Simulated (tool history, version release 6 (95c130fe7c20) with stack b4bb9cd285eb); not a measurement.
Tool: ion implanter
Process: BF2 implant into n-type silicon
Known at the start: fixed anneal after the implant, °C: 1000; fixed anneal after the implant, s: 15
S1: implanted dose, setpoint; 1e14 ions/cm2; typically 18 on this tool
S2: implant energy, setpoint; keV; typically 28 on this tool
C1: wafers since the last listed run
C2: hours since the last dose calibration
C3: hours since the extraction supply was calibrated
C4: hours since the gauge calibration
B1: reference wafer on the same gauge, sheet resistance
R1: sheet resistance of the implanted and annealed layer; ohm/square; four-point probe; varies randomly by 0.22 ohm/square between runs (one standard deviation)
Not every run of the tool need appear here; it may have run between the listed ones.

run     day     S1    S2   C1     C2      C3     C4      B1      R1
  1       0     18    28    0  449.9  5170.9  169.5  153.94  149.03
  2   0.325     18    28  146  457.7  5178.7  177.3  153.96   149.7
  3   0.808     18    28  218  469.3  5190.3  188.9  153.95  149.33
  4    1.45     18    28  289  484.7  5205.7  204.3  154.11   149.6
  5   1.883     18    28  195  495.1  5216.1  214.7  154.01  149.47
  6    2.15  16.54    28  120  501.5  5222.5  221.1  153.98  151.31
  7   4.033  16.54    28  850  546.7  5267.7  266.3  153.98  151.45
  8   4.517  19.64    28  218  558.3  5279.3  277.9  154.01  148.43
  9   4.838  19.64    28  144    566    5287  285.6  153.99  148.16
 10   5.238  19.64    28  180  575.6  5296.6  295.2  154.07  148.06
 11   5.958  19.27    28  325  592.9  5313.9  312.5  154.03  148.15
 12   6.233  19.27    28  124  599.5  5320.5  319.1  153.92  148.25
 13   6.633  19.27    28  180  609.1  5330.1  328.7  153.99  147.99
 14   7.288     18  31.5  295  624.8  5345.8  344.4  153.99  140.61
       8.05  -- Faraday cup replaced and dose calibrated
      8.379  -- extraction supply calibrated
 15     8.4  14.92    34  203    8.4     0.5  371.1  153.97  137.38
 16   8.412     18    28    5    8.7     0.8  371.4  153.94  147.99
 17   8.888     18  22.5  214   20.1    12.2  382.8  153.97  166.69
 18   9.621  20.03    33  331   37.7    29.8  400.4  153.99  134.26
 19  10.162     18    23  244   50.7    42.8  413.4  154.14  164.67
 20    10.6     18    28  197   61.2    53.3  423.9  154.02  148.74
 21  11.029  12.94    37  193   71.5    63.6  434.2   153.9  135.58
 22  11.404     18    28  169   80.5    72.6  443.2  154.08  148.57
 23  11.733  15.78  32.5  148   88.4    80.5  451.1  154.04  139.61

Run 24 comes next. What will it give?
 24  12.379  20.04  31.5  291  103.9  96  466.6   ?   ?

B1: 153.92
R1: 137.72 ohm/square
Without the tool's hidden state the same run would have given R1 137.66 ohm/square.
